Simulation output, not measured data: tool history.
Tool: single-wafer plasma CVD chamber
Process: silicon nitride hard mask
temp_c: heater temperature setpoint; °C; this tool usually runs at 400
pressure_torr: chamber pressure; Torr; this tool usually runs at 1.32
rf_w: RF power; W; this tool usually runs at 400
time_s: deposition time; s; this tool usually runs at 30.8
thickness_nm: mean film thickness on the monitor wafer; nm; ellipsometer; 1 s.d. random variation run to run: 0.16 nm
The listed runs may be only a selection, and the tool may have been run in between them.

run     day  temp_c  pressure_torr  rf_w  time_s  wafers since the last listed run  hours since the last thermocouple change  hours since the last RF generator calibration  hours since the last manometer calibration  hours since the showerhead was replaced  hours since the gauge calibration  read-back reference wafer on the same gauge, thickness_nm  thickness_nm
  1   0.000     400           1.32   365    30.8                                 0                                    1182.2                                         1583.1                                      1005.6                                     69.5                             1318.5                                                     40.976        39.530
      1.954  -- capacitance manometer re-zeroed and calibrated
  2   2.517     400           1.32   365    30.8                              1614                                    1242.6                                         1643.5                                        13.5                                    129.9                             1378.9                                                     41.001        39.147
  3   5.942     408           1.32   400    30.8                              2532                                    1324.8                                         1725.7                                        95.7                                    212.1                             1461.1                                                     41.019        41.826
  4  10.138     408           1.32   400    30.8                              3102                                    1425.5                                         1826.4                                       196.4                                    312.8                             1561.8                                                     41.023        41.778
  5  12.917     409           1.32   440    30.8                              2055                                    1492.2                                         1893.1                                       263.1                                    379.5                             1628.5                                                     41.005        44.802
  6  15.325     400           1.32   445    26.6                              1781                                    1550.0                                         1950.9                                       320.9                                    437.3                             1686.3                                                     40.981        39.273
     15.929  -- RF generator calibrated
  7  16.950     405           1.32   400    30.8                               955                                    1589.0                                           24.5                                       359.9                                    476.3                             1725.3                                                     41.029        41.821
  8  21.362     400           1.14   400    25.3                              3263                                    1694.9                                          130.4                                       465.8                                    582.2                             1831.2                                                     41.012        33.899
  9  23.838     400           1.32   320    30.8                              1830                                    1754.3                                          189.8                                       525.2                                    641.6                             1890.6                                                     40.997        35.477
 10  26.971     400           1.32   400    30.8                              2317                                    1829.5                                          265.0                                       600.4                                    716.8                             1965.8                                                     40.976        42.026
 11  30.083     385           1.32   400    30.8                              2301                                    1904.2                                          339.7                                       675.1                                    791.5                             2040.5                                                     41.006        42.547
 12  34.075     415           1.19   400    30.8                              2951                                    2000.0                                          435.5                                       770.9                                    887.3                             2136.3                                                     40.997        41.227
 13  37.358     400           1.32   400    30.8                              2428                                    2078.8                                          514.3                                       849.7                                    966.1                             2215.1                                                     40.992        42.199
 14  41.588     400           1.32   400    30.8                              3127                                    2180.3                                          615.8                                       951.2                                   1067.6                             2316.6                                                     40.993        42.390
     43.550  -- thermocouple changed; heater temperature recalibrated
 15  43.983     415           1.08   400    30.8                              1525                                      10.4                                          673.3                                      1008.7                                   1125.1                             2374.1                                                     41.021        40.913
 16  47.496     400           1.61   380    30.8                              2597                                      94.7                                          757.6                                      1093.0                                   1209.4                             2458.4                                                     40.994        42.021
     50.238  -- gauge calibrated
 17  51.729     413           1.32   400    30.8                              3130                                     196.3                                          859.2                                      1194.6                                   1311.0                               35.8                                                     40.987        42.101
     52.075  -- capacitance manometer re-zeroed and calibrated
 18  54.758     400           1.32   400    26.6                              1993                                     269.0                                          931.9                                        64.4                                   1383.7                              108.5                                                     40.985        36.228
 19  58.262     391           1.53   425    30.8                              2591                                     353.1                                         1016.0                                       148.5                                   1467.8                              192.6                                                     40.972        45.077
 20  61.379     400           1.57   400    33.0                              2304                                     427.9                                         1090.8                                       223.3                                   1542.6                              267.4                                                     41.014        46.547
 21  64.146     400           1.32   400    30.8                              2046                                     494.3                                         1157.2                                       289.7                                   1609.0                              333.8                                                     41.030        42.020
 22  65.762     391           1.53   425    30.8                              1195                                     533.1                                         1196.0                                       328.5                                   1647.8                              372.6                                                     40.971        45.481
 23  67.954     391           1.09   400    28.8                              1620                                     585.7                                         1248.6                                       381.1                                   1700.4                              425.2                                                     40.988        38.517
 24  69.775     400           1.32   400    30.8                              1346                                     629.4                                         1292.3                                       424.8                                   1744.1                              468.9                                                     41.020        42.254
 25  72.529     388           1.32   360    33.5                              2036                                     695.5                                         1358.4                                       490.9                                   1810.2                              535.0                                                     41.000        42.724
 26  74.417     400           1.32   400    30.8                              1395                                     740.8                                         1403.7                                       536.2                                   1855.5                              580.3                                                     40.994        42.378
 27  78.854     413           1.42   400    30.8                              3281                                     847.3                                         1510.2                                       642.7                                   1962.0                              686.8                                                     41.010        42.709

Below, some changes in thickness_nm between adjacent runs. For each, the amount present without the hidden state too (settings, incoming material, random variation) and the amount remaining for the hidden state with gauge scatter not shared by both compared results:
Hidden state at play: wafer temperature above the value expected at the setpoint (K); delivered RF power above the setpoint (%); true pressure above the setpoint (%); gauge reads high (%).
Run 1 -> 2: capacitance manometer re-zeroed and calibrated. thickness_nm -0.383 nm: hidden state -0.330, all else -0.053.
Run 7 -> 8: temp_c 405 -> 400, pressure_torr 1.32 -> 1.14, time_s 30.8 -> 25.3. thickness_nm -7.922 nm: hidden state -0.033, all else -7.889.
Run 17 -> 18: temp_c 413 -> 400, time_s 30.8 -> 26.6, capacitance manometer re-zeroed and calibrated. thickness_nm -5.873 nm: hidden state -0.438, all else -5.435.
Run 18 -> 19: temp_c 400 -> 391, pressure_torr 1.32 -> 1.53, rf_w 400 -> 425, time_s 26.6 -> 30.8. thickness_nm +8.849 nm: hidden state +0.123, all else +8.726.
